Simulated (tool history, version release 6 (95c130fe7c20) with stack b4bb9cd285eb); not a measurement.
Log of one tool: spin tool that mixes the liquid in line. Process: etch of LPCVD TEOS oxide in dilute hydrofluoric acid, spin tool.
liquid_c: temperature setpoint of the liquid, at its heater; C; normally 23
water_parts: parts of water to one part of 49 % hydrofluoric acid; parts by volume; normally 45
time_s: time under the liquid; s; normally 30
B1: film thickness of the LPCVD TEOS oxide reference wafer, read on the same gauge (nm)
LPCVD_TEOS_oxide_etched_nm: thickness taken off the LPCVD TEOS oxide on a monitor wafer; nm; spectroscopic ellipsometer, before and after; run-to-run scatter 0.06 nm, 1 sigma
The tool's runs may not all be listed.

Run 1, hour 0: usual settings; B1 59.98. Result: LPCVD_TEOS_oxide_etched_nm 13.21 nm.
Run 2, hour 99.2: usual settings but water_parts 50 parts by volume; B1 59.97. Result: LPCVD_TEOS_oxide_etched_nm 11.77 nm.
Run 3, hour 178: usual settings; B1 60.03. Result: LPCVD_TEOS_oxide_etched_nm 13.11 nm.
Run 4, hour 245.6: usual settings; B1 60. Result: LPCVD_TEOS_oxide_etched_nm 13.22 nm.
Run 5, hour 314.4: usual settings but liquid_c 25.5 C; B1 60.02. Result: LPCVD_TEOS_oxide_etched_nm 14.72 nm.
Run 6, hour 357.6: usual settings but liquid_c 25.5 C; B1 60.01. Result: LPCVD_TEOS_oxide_etched_nm 14.68 nm.
Run 7, hour 432.1: usual settings; B1 60.05. Result: LPCVD_TEOS_oxide_etched_nm 13.22 nm.
Run 8, hour 477.6: usual settings but time_s 25 s; B1 60. Result: LPCVD_TEOS_oxide_etched_nm 10.94 nm.
At hour 495.5: thermometer replaced.
Run 9, hour 525.8: usual settings; B1 60.04. Result: LPCVD_TEOS_oxide_etched_nm 13.68 nm.
Run 10, hour 608.2: usual settings; B1 60.01. Result: LPCVD_TEOS_oxide_etched_nm 13.76 nm.
At hour 692.5: gauge calibrated.
Run 11, hour 702.1: usual settings; B1 59.99. Result: LPCVD_TEOS_oxide_etched_nm 13.72 nm.
Run 12, hour 801.9: usual settings; B1 60. Result: LPCVD_TEOS_oxide_etched_nm 13.82 nm.
Run 13, hour 1082.2: usual settings but time_s 20 s; B1 60. Result: LPCVD_TEOS_oxide_etched_nm 9.28 nm.
Run 14, hour 1143.3: usual settings; B1 60. Result: LPCVD_TEOS_oxide_etched_nm 13.77 nm.
Run 15, hour 1247.8: usual settings; B1 59.98. Result: LPCVD_TEOS_oxide_etched_nm 13.9 nm.
Run 16, hour 1318.8: usual settings but liquid_c 26.5 C, water_parts 50 parts by volume, time_s 20 s; B1 60.03. Result: LPCVD_TEOS_oxide_etched_nm 9.5 nm.
Run 17, hour 1377.6: usual settings but liquid_c 26.5 C, water_parts 40 parts by volume, time_s 40 s; B1 59.99. Result: LPCVD_TEOS_oxide_etched_nm 24.24 nm.
At hour 1391.6: hydrofluoric acid flow meter replaced.
Run 18, hour 1476.6: usual settings but liquid_c 24.5 C; B1 60. Result: LPCVD_TEOS_oxide_etched_nm 14.06 nm.
Run 19, hour 1562.6: usual settings but water_parts 30 parts by volume, time_s 45 s; B1 60.02. Result: LPCVD_TEOS_oxide_etched_nm 30.12 nm.
Run 20, hour 1608: usual settings; B1 59.99. Result: LPCVD_TEOS_oxide_etched_nm 13.3 nm.
Run 21, hour 1679.1: usual settings but liquid_c 24.5 C, water_parts 30 parts by volume; B1 60.02. Result: LPCVD_TEOS_oxide_etched_nm 21.51 nm.
Run 22, hour 1770.1: usual settings; B1 59.99. Result: LPCVD_TEOS_oxide_etched_nm 13.3 nm.
Run 23, hour 1849.7: usual settings but time_s 35 s; B1 59.99. Result: LPCVD_TEOS_oxide_etched_nm 15.51 nm.
Run 24, hour 1896.7: usual settings; B1 59.98. Result: LPCVD_TEOS_oxide_etched_nm 13.21 nm.
Run 25, hour 1953.1: usual settings; B1 59.97. Result: LPCVD_TEOS_oxide_etched_nm 13.21 nm.
Run 26, hour 2044.8: usual settings; B1 60.05. Result: LPCVD_TEOS_oxide_etched_nm 13.27 nm.
Run 27, hour 2088.7: usual settings but water_parts 55 parts by volume; B1 59.96. Result: LPCVD_TEOS_oxide_etched_nm 10.74 nm.
Run 28, hour 2133.9: usual settings; B1 60.03. Result: LPCVD_TEOS_oxide_etched_nm 13.34 nm.
Run 29, hour 2312: usual settings but liquid_c 25 C, water_parts 30 parts by volume, time_s 40 s; B1 60.02. Result: LPCVD_TEOS_oxide_etched_nm 29.53 nm.
Run 30, hour 2349.5: usual settings but liquid_c 19.5 C, water_parts 30 parts by volume; B1 60. Result: LPCVD_TEOS_oxide_etched_nm 17.5 nm.
Run 31, hour 2434.9: usual settings but liquid_c 18.5 C; B1 59.98. Result: LPCVD_TEOS_oxide_etched_nm 11 nm.
Run 32, hour 2502.2: usual settings but liquid_c 21.5 C, water_parts 35 parts by volume, time_s 40 s; B1 59.99. Result: LPCVD_TEOS_oxide_etched_nm 21.61 nm.

For each run, what was the tool's unlogged condition?
gauge reads high (%): 0 at every run
H1: liquid colder than its thermometer reads (K)
H2: hydrofluoric acid flow above the setpoint (%)
run      H1     H2
  1   0.746    2.1
  2   0.781   2.32
  3   0.809    2.5
  4   0.833   2.65
  5   0.857   2.81
  6   0.872   2.91
  7   0.898   3.07
  8   0.914   3.18
  9  0.0173   3.29
 10  0.0463   3.47
 11  0.0793   3.68
 12   0.114   3.91
 13   0.213   4.54
 14   0.234   4.68
 15   0.271   4.92
 16   0.296   5.08
 17   0.317   5.21
 18   0.351  0.693
 19   0.382  0.888
 20   0.398   0.99
 21   0.423   1.15
 22   0.455   1.36
 23   0.483   1.54
 24   0.499   1.64
 25   0.519   1.77
 26   0.551   1.98
 27   0.567   2.08
 28   0.582   2.18
 29   0.645   2.58
 30   0.658   2.67
 31   0.688   2.86
 32   0.712   3.01
